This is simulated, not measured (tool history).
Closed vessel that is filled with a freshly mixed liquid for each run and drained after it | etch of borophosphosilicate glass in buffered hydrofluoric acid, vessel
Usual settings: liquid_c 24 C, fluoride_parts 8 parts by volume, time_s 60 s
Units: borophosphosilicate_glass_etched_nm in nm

run,hour,liquid_c,fluoride_parts,time_s,wafers since the last listed run,hours since the thermometer was replaced,hours since the hydrofluoric acid flow meter was replaced,hours since the gauge calibration,"read-back film thickness of the borophosphosilicate glass reference wafer, read on the same gauge (nm)",borophosphosilicate_glass_etched_nm
1,0,24,8,60,0,430.8,182,577.4,150,92.19
2,41,24,8,60,3708,471.8,223,618.4,150,92.98
3,144.2,24,8,60,9335,575,326.2,721.6,150.04,93.63
# hour 162.4: thermometer replaced
4,198.2,24,8,60,4794,35.8,380.2,775.6,149.96,90.17
5,256.3,24,8,60,5255,93.9,438.3,833.7,150.01,89.69
6,313.1,24,8,55,5138,150.7,495.1,890.5,150,83.72
7,368.3,24,8,55,4993,205.9,550.3,945.7,150,84.76
8,404.4,27.5,8,85,3265,242,586.4,981.8,149.97,155.87
9,464.9,22,6.5,60,5472,302.5,646.9,1042.3,149.99,101.87
10,567.7,24,7,50,9299,405.3,749.7,1145.1,150.02,89.18
11,656.9,24,7,50,8069,494.5,838.9,1234.3,150,90.65
12,744.8,24,7,50,7951,582.4,926.8,1322.2,149.99,90.39
# hour 767.2: thermometer replaced
13,795.3,24,8,40,4477,28.1,977.3,1372.7,149.99,60.27
14,850.1,24,8,60,4957,82.9,1032.1,1427.5,150,91.94
# hour 889: gauge calibrated
15,927.6,24,8,60,7010,160.4,1109.6,38.6,150,91.58
# hour 999.8: hydrofluoric acid flow meter replaced
16,1008.2,19.5,6,95,7200,241,8.4,119.2,149.96,152.55
17,1055.4,20.5,8,60,4269,288.2,55.6,166.4,149.99,76.93
18,1117.1,22,8,60,5581,349.9,117.3,228.1,149.98,84.34
19,1343.5,24,11,70,20480,576.3,343.7,454.5,149.99,83.17
20,1408.2,24,8,60,5852,641,408.4,519.2,149.99,94.98
21,1451.7,29,6,60,3935,684.5,451.9,562.7,149.99,165.5
# hour 1459.3: thermometer replaced
22,1496.7,24,8,60,3980,37.4,496.9,607.7,150.02,90.59
23,1579.6,24,9.5,30,7499,120.3,579.8,690.6,150.02,38.25
24,1640.5,24,8,75,5509,181.2,640.7,751.5,150.01,114.74
25,1713.8,22.5,9,75,6630,254.5,714,824.8,149.98,92.31
26,1808.7,20,10,95,8584,349.4,808.9,919.7,150.01,97.28
27,1886.1,24,8,60,7001,426.8,886.3,997.1,150.01,93.67
28,1966.3,27,6.5,70,7254,507,966.5,1077.3,150.01,156.22
29,2003.2,26.5,10.5,85,3337,543.9,1003.4,1114.2,150.03,118.02
30,2062.6,28,8,60,5373,603.3,1062.8,1173.6,150,117.2

Hidden state at the last listed run before each entry between runs and at the first one after, where it differs:
Between runs 3 and 4: thermometer replaced (hour 162.4)
  liquid hotter than its thermometer reads (K): 0.805 -> 0.0691
  measured less the result without the state, borophosphosilicate_glass_etched_nm: +3.93 -> +0.34 nm
Between runs 12 and 13: thermometer replaced (hour 767.2)
  liquid hotter than its thermometer reads (K): 0.796 -> 0.236
  measured less the result without the state, borophosphosilicate_glass_etched_nm: +3.79 -> +0.77 nm
Between runs 14 and 15: gauge calibrated (hour 889)
  liquid hotter than its thermometer reads (K): 0.309 -> 0.412
  measured less the result without the state, borophosphosilicate_glass_etched_nm: +1.52 -> +1.99 nm
Between runs 15 and 16: hydrofluoric acid flow meter replaced (hour 999.8)
  liquid hotter than its thermometer reads (K): 0.412 -> 0.519
  measured less the result without the state, borophosphosilicate_glass_etched_nm: +1.99 -> +4.3 nm
Between runs 21 and 22: thermometer replaced (hour 1459.3)
  liquid hotter than its thermometer reads (K): 1.11 -> 0.0536
  measured less the result without the state, borophosphosilicate_glass_etched_nm: +9.26 -> +0.24 nm
